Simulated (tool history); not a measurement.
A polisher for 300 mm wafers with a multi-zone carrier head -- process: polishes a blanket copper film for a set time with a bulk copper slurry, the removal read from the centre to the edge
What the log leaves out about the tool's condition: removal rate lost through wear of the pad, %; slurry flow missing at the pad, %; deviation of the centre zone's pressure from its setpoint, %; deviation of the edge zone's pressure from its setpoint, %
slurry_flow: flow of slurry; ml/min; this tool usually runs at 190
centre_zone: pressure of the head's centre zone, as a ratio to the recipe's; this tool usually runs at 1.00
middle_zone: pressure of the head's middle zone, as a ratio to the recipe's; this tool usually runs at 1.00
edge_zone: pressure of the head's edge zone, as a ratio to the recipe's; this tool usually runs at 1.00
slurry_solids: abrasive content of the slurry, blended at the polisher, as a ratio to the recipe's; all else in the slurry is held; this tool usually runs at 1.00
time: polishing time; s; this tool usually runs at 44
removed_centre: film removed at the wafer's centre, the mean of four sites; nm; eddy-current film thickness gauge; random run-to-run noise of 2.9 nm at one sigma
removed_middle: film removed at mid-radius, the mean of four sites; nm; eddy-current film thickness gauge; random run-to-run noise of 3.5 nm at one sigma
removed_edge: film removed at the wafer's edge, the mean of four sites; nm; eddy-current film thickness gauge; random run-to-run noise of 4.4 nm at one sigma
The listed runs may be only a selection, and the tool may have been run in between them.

run   hour  slurry_flow  centre_zone  middle_zone  edge_zone  slurry_solids  time  wafers since the last listed run  wafers polished on this pad  hours since the slurry nozzle was cleaned  hours since the centre zone pressure was calibrated  hours since the edge zone pressure was calibrated  hours since the carrier head's membrane was replaced  incoming thickness of the incoming film, nm  removed_centre  removed_middle  removed_edge
  1    0.0          190         1.00         1.00       1.00           1.00    40                                 0                           27                                      299.1                                                683.6                                              901.2                                                1612.4                                       4541.8           309.5           339.9         335.2
  2   21.5          190         1.00         1.00       1.00           1.00    44                               217                          245                                      320.6                                                705.1                                              922.7                                                1633.9                                       4612.7           337.1           359.4         367.4
  3   54.6          190         1.00         1.00       1.00           1.00    44                               334                          580                                      353.7                                                738.2                                              955.8                                                1667.0                                       4525.4           338.0           363.8         369.0
  4   71.9          190         1.00         1.00       1.00           1.00    44                               174                          755                                      371.0                                                755.5                                              973.1                                                1684.3                                       4590.4           341.7           367.8         369.8
  5   92.6          190         1.00         1.00       1.00           1.00    44                               209                          964                                      391.7                                                776.2                                              993.8                                                1705.0                                       4553.0           334.9           366.6         367.0
  6  120.5          190         1.00         1.00       0.96           1.00    44                               282                         1246                                      419.6                                                804.1                                             1021.7                                                1732.9                                       4606.3           335.5           366.7         355.9
     126.9  -- worn pad replaced by a new one
  7  144.1          190         1.00         1.00       0.96           1.00    44                               198                          174                                      443.2                                                827.7                                             1045.3                                                1756.5                                       4521.7           330.4           368.3         364.6
  8  204.7          190         0.96         1.00       1.04           1.00    44                               612                          787                                      503.8                                                888.3                                             1105.9                                                1817.1                                       4494.9           313.8           368.0         368.1
     210.7  -- carrier head's membrane replaced by a new one
     242.0  -- worn pad replaced by a new one
  9  245.8          190         0.96         1.00       1.04           1.00    44                               324                           38                                      544.9                                                929.4                                             1147.0                                                  35.1                                       4454.6           310.2           361.9         368.0
     271.1  -- centre zone pressure recalibrated
 10  273.3          190         1.00         1.00       1.00           1.00    38                               257                          296                                      572.4                                                  2.2                                             1174.5                                                  62.6                                       4573.0           306.0           314.0         319.1
 11  295.9          205         0.88         1.00       0.96           1.25    44                               228                          524                                      595.0                                                 24.8                                             1197.1                                                  85.2                                       4532.7           337.0           399.6         381.9
 12  331.2          135         1.10         0.95       1.00           1.00    53                               357                          882                                      630.3                                                 60.1                                             1232.4                                                 120.5                                       4613.3           442.9           395.2         415.0
 13  345.9          165         1.09         1.09       1.11           1.00    44                               148                         1030                                      645.0                                                 74.8                                             1247.1                                                 135.2                                       4511.2           376.1           382.0         373.1
 14  359.6          190         1.00         1.00       1.00           1.00    44                               138                         1169                                      658.7                                                 88.5                                             1260.8                                                 148.9                                       4526.9           350.5           367.3         368.8
     368.0  -- worn pad replaced by a new one, of another model than before
     383.4  -- edge zone pressure recalibrated
 15  393.5          190         1.00         1.00       1.00           1.00    44                               282                          237                                      692.6                                                122.4                                               10.1                                                 182.8                                       4639.6           354.0           366.4         361.3
 16  424.9          190         1.00         1.00       1.08           1.00    44                               317                          555                                      724.0                                                153.8                                               41.5                                                 214.2                                       4502.0           353.6           367.5         381.2
 17  437.8          190         1.00         0.90       1.05           1.00    44                               130                          685                                      736.9                                                166.7                                               54.4                                                 227.1                                       4524.2           351.8           336.3         367.1
     448.5  -- slurry nozzle cleaned
 18  470.4          190         1.00         1.00       0.93           1.20    30                               319                         1005                                       21.9                                                199.3                                               87.0                                                 259.7                                       4520.2           257.3           266.6         255.7
     499.2  -- worn pad replaced by a new one
 19  499.7          190         1.00         1.00       1.00           1.00    44                               255                            4                                       51.2                                                228.6                                              116.3                                                 289.0                                       4596.5           352.8           371.7         361.8
 20  575.0          190         1.00         1.00       0.93           1.00    44                               761                          766                                      126.5                                                303.9                                              191.6                                                 364.3                                       4542.3           348.5           367.9         345.1
 21  607.3          190         1.00         1.00       1.00           1.00    44                               326                         1092                                      158.8                                                336.2                                              223.9                                                 396.6                                       4506.3           345.7           363.9         364.1

Branching from run 21: 4 alternative next runs. What would each branch give?
  A  607.7          190         1.00         1.00       1.00           1.00    44                                 4                         1096                                      159.2                                                336.6                                              224.3                                                 397.0                                       4586.5               ?               ?             ?
  B  607.7          190         1.08         1.08       0.94           1.15    44                                 4                         1096                                      159.2                                                336.6                                              224.3                                                 397.0                                       4586.5               ?               ?             ?
  C  607.7          245         1.00         1.00       1.00           1.00    44                                 4                         1096                                      159.2                                                336.6                                              224.3                                                 397.0                                       4586.5               ?               ?             ?
  D  607.7          160         0.96         1.05       1.00           0.90    44                                 4                         1096                                      159.2                                                336.6                                              224.3                                                 397.0                                       4586.5               ?               ?             ?

run  removed_centre  removed_middle  removed_edge
  A           348.3           370.7         363.4
  B           394.4           414.3         369.2
  C           365.6           387.3         375.5
  D           307.2           357.0         339.5
With the hidden condition removed and each run's random variation left untouched, the same runs would have given:
run  removed_centre  removed_middle  removed_edge
  A           358.8           370.6         363.4
  B           406.3           414.3         369.2
  C           376.7           387.2         375.5
  D           316.6           357.0         339.5

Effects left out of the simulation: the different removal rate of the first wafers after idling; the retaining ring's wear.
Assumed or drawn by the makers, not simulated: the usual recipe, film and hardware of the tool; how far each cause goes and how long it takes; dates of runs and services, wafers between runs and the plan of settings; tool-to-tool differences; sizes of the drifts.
